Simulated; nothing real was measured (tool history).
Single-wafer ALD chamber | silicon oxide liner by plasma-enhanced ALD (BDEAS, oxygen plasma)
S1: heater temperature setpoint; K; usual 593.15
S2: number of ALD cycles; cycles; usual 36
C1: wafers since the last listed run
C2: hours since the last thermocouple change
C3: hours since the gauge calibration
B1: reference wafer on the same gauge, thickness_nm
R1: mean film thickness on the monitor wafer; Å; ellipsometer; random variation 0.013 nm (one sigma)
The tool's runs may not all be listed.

run 1 day=0.000 | S1=599.15 S2=32 | C1=0 C2=2488.0 C3=105.7 | B1=2.995 | R1=27.33
run 2 day=0.958 | S1=599.15 S2=32 | C1=128 C2=2511.0 C3=128.7 | B1=2.979 | R1=27.25
run 3 day=1.679 | S1=593.15 S2=36 | C1=96 C2=2528.3 C3=146.0 | B1=2.985 | R1=30.94
run 4 day=2.838 | S1=593.15 S2=36 | C1=155 C2=2556.1 C3=173.8 | B1=2.984 | R1=30.95
run 5 day=3.658 | S1=593.15 S2=36 | C1=110 C2=2575.8 C3=193.5 | B1=2.979 | R1=30.95
run 6 day=5.096 | S1=586.15 S2=33 | C1=193 C2=2610.3 C3=228.0 | B1=2.977 | R1=28.51
run 7 day=5.792 | S1=586.15 S2=33 | C1=93 C2=2627.0 C3=244.7 | B1=2.971 | R1=28.88
-- day=9.183 gauge calibrated
run 8 day=9.329 | S1=586.15 S2=33 | C1=475 C2=2711.9 C3=3.5 | B1=3.019 | R1=29.11
run 9 day=10.562 | S1=593.15 S2=36 | C1=165 C2=2741.5 C3=33.1 | B1=3.009 | R1=31.43
run 10 day=12.054 | S1=593.15 S2=36 | C1=200 C2=2777.3 C3=68.9 | B1=2.999 | R1=31.13
run 11 day=13.208 | S1=593.15 S2=36 | C1=155 C2=2805.0 C3=96.6 | B1=2.994 | R1=31.22
-- day=14.138 thermocouple changed; heater temperature recalibrated
run 12 day=14.158 | S1=599.15 S2=43 | C1=82 C2=0.5 C3=119.4 | B1=2.989 | R1=36.85
run 13 day=14.379 | S1=582.15 S2=33 | C1=29 C2=5.8 C3=124.7 | B1=2.995 | R1=28.92
run 14 day=15.733 | S1=588.15 S2=33 | C1=182 C2=38.3 C3=157.2 | B1=2.987 | R1=28.75
run 15 day=16.296 | S1=605.15 S2=42 | C1=75 C2=51.8 C3=170.7 | B1=2.987 | R1=35.43
run 16 day=16.925 | S1=582.15 S2=36 | C1=84 C2=66.9 C3=185.8 | B1=2.987 | R1=31.53
run 17 day=17.433 | S1=601.15 S2=34 | C1=68 C2=79.1 C3=198.0 | B1=2.985 | R1=28.92
run 18 day=18.633 | S1=593.15 S2=36 | C1=161 C2=107.9 C3=226.8 | B1=2.979 | R1=30.91
run 19 day=19.950 | S1=584.15 S2=36 | C1=177 C2=139.5 C3=258.4 | B1=2.982 | R1=31.35
run 20 day=20.671 | S1=607.15 S2=36 | C1=96 C2=156.8 C3=275.7 | B1=2.979 | R1=30.22
run 21 day=21.617 | S1=603.15 S2=30 | C1=127 C2=179.5 C3=298.4 | B1=2.974 | R1=25.40
run 22 day=22.842 | S1=593.15 S2=36 | C1=164 C2=208.9 C3=327.8 | B1=2.980 | R1=31.04
-- day=22.879 gauge calibrated
run 23 day=23.458 | S1=600.15 S2=30 | C1=82 C2=223.7 C3=13.9 | B1=3.016 | R1=25.64

3 ways to go on from here, each from the tool as it stands after run 23. What would each give?
run A day=23.475 | S1=604.15 S2=36 | C1=2 C2=224.1 C3=14.3 | B1=? | R1=?
run B day=23.475 | S1=588.15 S2=32 | C1=2 C2=224.1 C3=14.3 | B1=? | R1=?
run C day=23.475 | S1=583.15 S2=36 | C1=2 C2=224.1 C3=14.3 | B1=? | R1=?

run=A B1=3.013 R1=30.85
run=B B1=3.013 R1=28.09
run=C B1=3.013 R1=31.84
Without the tool's hidden state the same runs would have given:
run=A R1=30.94
run=B R1=28.18
run=C R1=31.93
